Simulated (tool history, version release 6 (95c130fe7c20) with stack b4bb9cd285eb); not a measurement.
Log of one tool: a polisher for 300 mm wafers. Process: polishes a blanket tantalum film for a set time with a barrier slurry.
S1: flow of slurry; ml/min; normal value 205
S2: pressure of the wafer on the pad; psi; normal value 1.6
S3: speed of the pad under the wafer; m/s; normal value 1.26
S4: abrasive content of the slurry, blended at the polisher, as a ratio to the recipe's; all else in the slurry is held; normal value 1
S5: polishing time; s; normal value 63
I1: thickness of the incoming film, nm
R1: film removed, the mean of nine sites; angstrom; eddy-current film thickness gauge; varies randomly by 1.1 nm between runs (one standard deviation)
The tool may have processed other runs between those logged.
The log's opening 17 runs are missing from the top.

run	day	S1	S2	S3	S4	S5	I1	R1
# day 9.962: slurry nozzle cleaned
# day 10.108: worn pad replaced by a new one
18	10.25	205	1.6	1.1	1	63	379.5	868
19	10.554	205	1.8	1.26	0.85	63	376.2	1081
20	11.188	205	1.6	1.26	1	63	375.8	977
21	11.558	230	1.6	1.26	1	52	379.4	814
22	12.058	170	1.6	1.26	1.2	63	380.6	973
# day 12.333: head pressure recalibrated
23	12.7	150	1.6	1.26	0.75	72	384.6	1134
24	13.088	205	1.6	1.26	1	63	377.8	1089
# day 13.354: worn pad replaced by a new one
25	13.475	205	1.6	1.66	1	63	373.6	1384
26	15.45	205	1.2	1.26	1.1	63	382.3	798
27	15.775	255	1.6	0.94	0.9	63	384.2	812
28	16.162	165	1.1	1.26	0.9	78	384	841
29	16.462	205	1.6	1.26	1	63	375.9	1028
30	16.858	205	1.1	1.26	1.2	63	378.5	730

Below are 3 alternative next runs, each starting from the tool's condition after run 30. Predict each:
A	16.875	180	1.6	1.26	1	63	375.8	?
B	16.875	205	1.6	1.7	1	53	375.8	?
C	16.875	205	2	1.26	1	63	375.8	?

run	R1
A	1010
B	1143
C	1293
Without the tool's unlogged condition, the same runs would have read:
run	R1
A	1103
B	1239
C	1402
